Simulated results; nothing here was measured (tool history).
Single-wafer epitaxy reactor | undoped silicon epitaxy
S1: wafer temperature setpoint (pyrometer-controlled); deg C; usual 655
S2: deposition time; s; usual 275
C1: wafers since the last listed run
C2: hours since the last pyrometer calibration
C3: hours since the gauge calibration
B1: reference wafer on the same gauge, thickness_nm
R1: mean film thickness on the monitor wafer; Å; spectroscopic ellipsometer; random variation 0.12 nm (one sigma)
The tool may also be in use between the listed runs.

run 1 hour=0.0 | S1=651 S2=275 | C1=0 C2=712.2 C3=1095.8 | B1=44.646 | R1=432.55
run 2 hour=98.4 | S1=660 S2=275 | C1=761 C2=810.6 C3=1194.2 | B1=44.586 | R1=538.66
run 3 hour=185.4 | S1=660 S2=275 | C1=673 C2=897.6 C3=1281.2 | B1=44.527 | R1=540.67
run 4 hour=244.0 | S1=666 S2=275 | C1=453 C2=956.2 C3=1339.8 | B1=44.551 | R1=625.90
run 5 hour=343.4 | S1=666 S2=275 | C1=769 C2=1055.6 C3=1439.2 | B1=44.668 | R1=625.48
-- hour=434.0 pyrometer calibrated
run 6 hour=434.5 | S1=655 S2=275 | C1=643 C2=0.5 C3=1530.3 | B1=44.614 | R1=478.17
run 7 hour=535.7 | S1=655 S2=275 | C1=783 C2=101.7 C3=1631.5 | B1=44.617 | R1=478.75
-- hour=553.6 gauge calibrated
run 8 hour=582.0 | S1=655 S2=275 | C1=358 C2=148.0 C3=28.4 | B1=44.659 | R1=481.16
run 9 hour=680.9 | S1=655 S2=275 | C1=765 C2=246.9 C3=127.3 | B1=44.598 | R1=476.52
run 10 hour=751.0 | S1=665 S2=299 | C1=542 C2=317.0 C3=197.4 | B1=44.556 | R1=661.63

Run 11 comes next. What will it give?
run 11 hour=791.9 | S1=664 S2=238 | C1=316 C2=357.9 C3=238.3 | B1=? | R1=?

{"run 11": {"B1": 44.645, "R1": 513.28}}
Without the tool's hidden state the same run would have given R1 513.28 Å.
